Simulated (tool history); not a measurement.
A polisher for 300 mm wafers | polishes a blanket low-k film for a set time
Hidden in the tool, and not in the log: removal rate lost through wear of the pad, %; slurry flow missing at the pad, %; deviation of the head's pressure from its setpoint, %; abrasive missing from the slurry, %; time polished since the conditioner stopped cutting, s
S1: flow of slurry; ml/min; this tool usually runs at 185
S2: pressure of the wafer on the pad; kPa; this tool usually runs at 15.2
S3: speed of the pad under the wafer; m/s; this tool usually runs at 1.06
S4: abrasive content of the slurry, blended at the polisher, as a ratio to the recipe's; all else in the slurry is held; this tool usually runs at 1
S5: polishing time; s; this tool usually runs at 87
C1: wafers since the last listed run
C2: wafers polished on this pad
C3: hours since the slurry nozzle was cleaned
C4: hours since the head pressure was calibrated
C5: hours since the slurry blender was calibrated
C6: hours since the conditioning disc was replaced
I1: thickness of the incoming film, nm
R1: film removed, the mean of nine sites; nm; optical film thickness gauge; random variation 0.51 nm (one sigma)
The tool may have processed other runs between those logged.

run,hour,S1,S2,S3,S4,S5,C1,C2,C3,C4,C5,C6,I1,R1
1,0,185,15.2,1.06,1,87,0,2319,92.5,28.3,29.3,345,702.6,42.8
2,15.9,185,17.9,1.06,1,87,194,2513,108.4,44.2,45.2,360.9,722.4,49.6
3,39.8,185,15.2,1.4,1,70,291,2805,132.3,68.1,69.1,384.8,701.4,42.7
4,54.3,185,15.2,1.06,1,87,177,2982,146.8,82.6,83.6,399.3,703.6,41.3
# hour 70.2: worn pad replaced by a new one
5,82.7,185,15.2,1.06,1,87,297,153,175.2,111,112,427.7,704.9,41.4
6,105.9,185,15.2,0.74,0.8,87,283,436,198.4,134.2,135.2,450.9,718.6,27.1
7,122.7,185,19.3,0.94,1,87,205,641,215.2,151,152,467.7,696.5,47.9
8,153.7,185,15.2,1.4,1,70,378,1019,246.2,182,183,498.7,714.2,42.7
9,184.6,185,15.2,1.26,1,73,377,1397,277.1,212.9,213.9,529.6,696.5,39.7
10,202.8,185,15.2,1.06,1,87,222,1619,295.3,231.1,232.1,547.8,711.6,41.8
11,226.2,120,13.1,0.86,1,78,285,1905,318.7,254.5,255.5,571.2,709.8,25.8
# hour 241.1: slurry blender recalibrated
12,241.6,205,15.2,1.44,1,99,163,2068,334.1,269.9,0.5,586.6,713.5,61.6
13,257.1,130,20,1.06,1,87,189,2257,349.6,285.4,16,602.1,703.1,51.7
# hour 278.1: conditioning disc replaced and pad reconditioned
14,278.9,160,17.9,0.8,1,87,241,2499,371.4,307.2,37.8,0.8,710.1,38.8
15,292,220,15.2,1.06,1,87,159,2659,384.5,320.3,50.9,13.9,716.9,43
16,313.6,245,15.2,0.72,1,87,263,2923,406.1,341.9,72.5,35.5,709.1,32.1
# hour 333.7: worn pad replaced by a new one
17,336.4,185,15.2,1.06,1,103,229,32,428.9,364.7,95.3,58.3,717.9,51.3
18,367.5,185,12.4,1.06,1,87,379,412,460,395.8,126.4,89.4,715.9,34.2
19,381,185,12.4,0.94,1,71,164,576,473.5,409.3,139.9,102.9,705.4,25.8
# hour 452.8: slurry blender recalibrated
20,453.3,185,15.2,0.7,0.75,75,858,1435,545.8,481.6,0.5,175.2,711.9,21
21,473.7,125,12.4,1.06,1,115,249,1684,566.2,502,20.9,195.6,718.9,43.1
22,505.3,245,10.3,0.76,1,75,385,2070,597.8,533.6,52.5,227.2,715.2,19.9
23,527.3,125,12.4,1.06,1,115,268,2338,619.8,555.6,74.5,249.2,713.8,42.3
# hour 536.6: worn pad replaced by a new one
24,557.7,145,15.2,1.06,1,87,322,258,650.2,586,104.9,279.6,714.4,40.3
25,581.6,185,15.2,1.06,1,87,291,549,674.1,609.9,128.8,303.5,707.3,42.2
# hour 588.4: slurry nozzle cleaned
26,595.6,185,10.3,1.06,1,87,158,708,7.2,623.9,142.8,317.5,715.6,28.5
27,622.2,185,15.2,1.06,1,87,324,1033,33.8,650.5,169.4,344.1,701.5,42.8

Alternative continuations, all from the tool just after run 27; predict every row:
A,622.6,185,15.2,1.06,1,87,4,1038,34.2,650.9,169.8,344.5,724.1,?
B,622.6,185,19.3,1.06,1,87,4,1038,34.2,650.9,169.8,344.5,724.1,?
C,622.6,185,15.2,1.06,1.25,87,4,1038,34.2,650.9,169.8,344.5,724.1,?

run,R1
A,41
B,52.2
C,46.3
Stripped of hidden state, with their random variation kept, the same runs would have yielded:
run,R1
A,41
B,52.2
C,46.3
